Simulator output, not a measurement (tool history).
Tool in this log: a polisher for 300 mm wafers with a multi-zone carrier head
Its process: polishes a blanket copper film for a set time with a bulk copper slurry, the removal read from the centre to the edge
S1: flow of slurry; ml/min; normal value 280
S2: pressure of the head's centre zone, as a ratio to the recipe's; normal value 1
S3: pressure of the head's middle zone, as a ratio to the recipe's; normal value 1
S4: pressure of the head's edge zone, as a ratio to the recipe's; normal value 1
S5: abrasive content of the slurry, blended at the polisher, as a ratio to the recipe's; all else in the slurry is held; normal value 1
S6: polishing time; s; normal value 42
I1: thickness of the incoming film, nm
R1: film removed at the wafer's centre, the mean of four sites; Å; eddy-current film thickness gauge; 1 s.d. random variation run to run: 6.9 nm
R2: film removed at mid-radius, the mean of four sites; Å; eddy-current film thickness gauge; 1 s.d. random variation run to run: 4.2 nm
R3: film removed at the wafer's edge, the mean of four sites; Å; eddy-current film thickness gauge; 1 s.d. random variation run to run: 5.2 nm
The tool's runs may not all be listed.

run,hour,S1,S2,S3,S4,S5,S6,I1,R1,R2,R3
1,0,280,1,1,1,1,42,3807.3,4297,4367,4342
2,78.3,280,1,1,1,1,42,3760.7,4311,4275,4283
# hour 150.3: centre zone pressure recalibrated
# hour 159.8: worn pad replaced by a new one
# hour 162: slurry nozzle cleaned
3,178.6,280,1,1,1,1,42,3803.3,4737,4639,4645
4,253.6,280,1,1,1,1,38,3733.8,4138,4169,4100
5,326,280,1,1,1,1,42,3814.4,4458,4439,4442
6,372.9,280,1,1,1,1,42,3725.7,4366,4474,4472
# hour 393.1: edge zone pressure recalibrated
7,473.8,280,1,1,1,1,42,3757.2,4344,4390,4300
8,532.4,280,1.08,1,1,1,42,3824.3,4775,4357,4412
# hour 561.8: worn pad replaced by a new one
# hour 676.9: carrier head's membrane replaced by a new one
# hour 688.3: slurry nozzle cleaned
9,696,280,1,1,1.08,1,42,3775.4,4679,4689,4786
10,798.4,215,1,1,1,0.75,42,3838.5,4072,4104,4073
11,842,210,1,1,0.95,0.85,36,3840.1,3474,3541,3541
12,903.2,245,0.91,1,1,1,53,3823.1,4859,5465,5584
# hour 990.6: worn pad replaced by a new one
13,1114.2,280,1,1,1,0.85,42,3796.5,4117,4098,4174
# hour 1130.4: slurry nozzle cleaned
14,1163.8,280,1,1,1,1.25,42,3838.4,4853,4815,4800
# hour 1186.7: edge zone pressure recalibrated
# hour 1238.1: centre zone pressure recalibrated
15,1271.9,310,1,1,1,1,42,3812.9,4444,4534,4409
16,1331.2,280,1,1.08,0.93,1,42,3760.8,4296,4716,4305
17,1380.3,280,1.08,0.93,1,1.2,37,3842.1,4311,3767,4042
# hour 1445.8: worn pad replaced by a new one
18,1475.9,280,1,1.04,1,1,42,3792.6,4193,4351,4255
19,1527.1,280,0.94,1,1.1,1,42,3759.9,3988,4254,4433
# hour 1580.6: slurry nozzle cleaned
20,1595.7,280,1,1,1,1,42,3772.2,4689,4646,4703
21,1651.2,280,1,1,1,1,42,3742.6,4635,4607,4558
22,1714.6,280,1,1,1,1,42,3770,4461,4513,4432

Below, each run's measurement less what the same run would have read without the hidden state. Both values contain the same run-to-run variation, but the gauge's scatter may not be the same in both:
What the log doesn't record here: removal rate lost through wear of the pad, %; slurry flow missing at the pad, %; deviation of the centre zone's pressure from its setpoint, %; deviation of the edge zone's pressure from its setpoint, %.
run,R1,R2,R3
1,-417,-377,-273
2,-470,-413,-301
3,-30,-26,-20
4,-132,-118,-87
5,-235,-210,-156
6,-280,-256,-189
7,-358,-321,-231
8,-426,-345,-256
9,-14,-12,-10
10,-203,-181,-132
11,-239,-216,-155
12,-365,-364,-271
13,-384,-340,-253
14,-100,-89,-66
15,-240,-220,-160
16,-339,-331,-222
17,-394,-305,-239
18,-457,-421,-299
19,-461,-435,-329
20,-37,-33,-25
21,-128,-113,-85
22,-214,-194,-142
